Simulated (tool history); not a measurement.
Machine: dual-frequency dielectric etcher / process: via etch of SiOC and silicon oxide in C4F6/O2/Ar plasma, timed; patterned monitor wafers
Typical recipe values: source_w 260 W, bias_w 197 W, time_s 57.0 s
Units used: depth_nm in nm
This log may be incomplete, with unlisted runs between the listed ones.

run	hour	source_w	bias_w	time_s	wafers since the last listed run	hours since the last wet clean	hours since the last source power generator calibration	hours since the last bias power generator calibration	hours since the last upper electrode change	hours since the gauge calibration	read-back reference wafer on the same gauge, depth_nm	depth_nm
1	0.0	260	162	57.0	0	0.5	4569.3	2397.6	4247.3	566.2	59.7	53.3
# hour 28.5: bias power generator calibrated
2	34.8	260	162	57.0	417	35.3	4604.1	6.3	4282.1	601.0	59.7	53.1
3	44.9	260	197	57.0	136	45.4	4614.2	16.4	4292.2	611.1	59.7	56.0
4	59.4	260	197	57.0	196	59.9	4628.7	30.9	4306.7	625.6	59.7	55.9
5	75.0	260	197	57.0	211	75.5	4644.3	46.5	4322.3	641.2	59.7	56.0
6	82.5	260	197	57.0	101	83.0	4651.8	54.0	4329.8	648.7	59.7	56.0
7	89.8	260	197	57.0	98	90.3	4659.1	61.3	4337.1	656.0	59.7	56.1
8	101.5	260	217	42.5	158	102.0	4670.8	73.0	4348.8	667.7	59.7	42.8
9	111.8	240	197	57.0	139	112.3	4681.1	83.3	4359.1	678.0	59.6	54.0
# hour 123.4: gauge calibrated
# hour 144.4: upper electrode replaced
10	144.9	220	179	50.5	123	145.4	4714.2	116.4	0.5	21.5	59.7	44.8
11	145.2	260	197	57.0	4	145.7	4714.5	116.7	0.8	21.8	59.7	56.1
12	146.4	240	197	57.0	16	146.9	4715.7	117.9	2.0	23.0	59.7	53.9
13	158.9	260	239	46.0	169	159.4	4728.2	130.4	14.5	35.5	59.7	47.7
14	187.5	260	197	57.0	387	188.0	4756.8	159.0	43.1	64.1	59.7	56.0
15	205.2	260	197	57.0	239	205.7	4774.5	176.7	60.8	81.8	59.7	56.2
16	219.6	260	197	57.0	195	220.1	4788.9	191.1	75.2	96.2	59.7	56.2
17	236.3	300	197	57.0	226	236.8	4805.6	207.8	91.9	112.9	59.7	60.0
# hour 256.1: source power generator calibrated
18	256.6	300	234	57.0	221	257.1	0.5	228.1	112.2	133.2	59.7	62.8
19	258.7	260	197	72.5	28	259.2	2.6	230.2	114.3	135.3	59.7	71.5
20	285.4	260	197	57.0	362	285.9	29.3	256.9	141.0	162.0	59.7	56.3
21	294.0	260	197	57.0	116	294.5	37.9	265.5	149.6	170.6	59.7	56.3
22	306.3	220	174	49.0	166	306.8	50.2	277.8	161.9	182.9	59.7	43.2
23	313.0	200	197	57.0	90	313.5	56.9	284.5	168.6	189.6	59.7	49.6
24	330.4	230	215	57.0	235	330.9	74.3	301.9	186.0	207.0	59.7	54.1
25	338.0	260	221	57.0	103	338.5	81.9	309.5	193.6	214.6	59.7	57.9
26	351.9	260	197	57.0	188	352.4	95.8	323.4	207.5	228.5	59.7	56.2
27	378.6	260	173	57.0	362	379.1	122.5	350.1	234.2	255.2	59.7	54.5
28	393.0	200	223	57.0	195	393.5	136.9	364.5	248.6	269.6	59.7	51.3
29	399.7	260	162	57.0	90	400.2	143.6	371.2	255.3	276.3	59.7	53.8
30	422.4	260	197	46.0	307	422.9	166.3	393.9	278.0	299.0	59.7	45.5
31	438.9	260	197	57.0	223	439.4	182.8	410.4	294.5	315.5	59.7	56.3

Each row is a separate what-if for the run after 31, all from the same tool condition, not one after another. Results?
A	439.3	310	197	57.0	5	439.8	183.2	410.8	294.9	315.9	?	?
B	439.3	260	175	48.5	5	439.8	183.2	410.8	294.9	315.9	?	?
C	439.3	300	226	47.0	5	439.8	183.2	410.8	294.9	315.9	?	?

run	read-back reference wafer on the same gauge, depth_nm	depth_nm
A	59.7	61.3
B	59.7	46.7
C	59.7	51.6
Take away the tool's hidden state, keep each run's random variation, and the runs would have read:
run	depth_nm
A	60.8
B	46.3
C	51.2
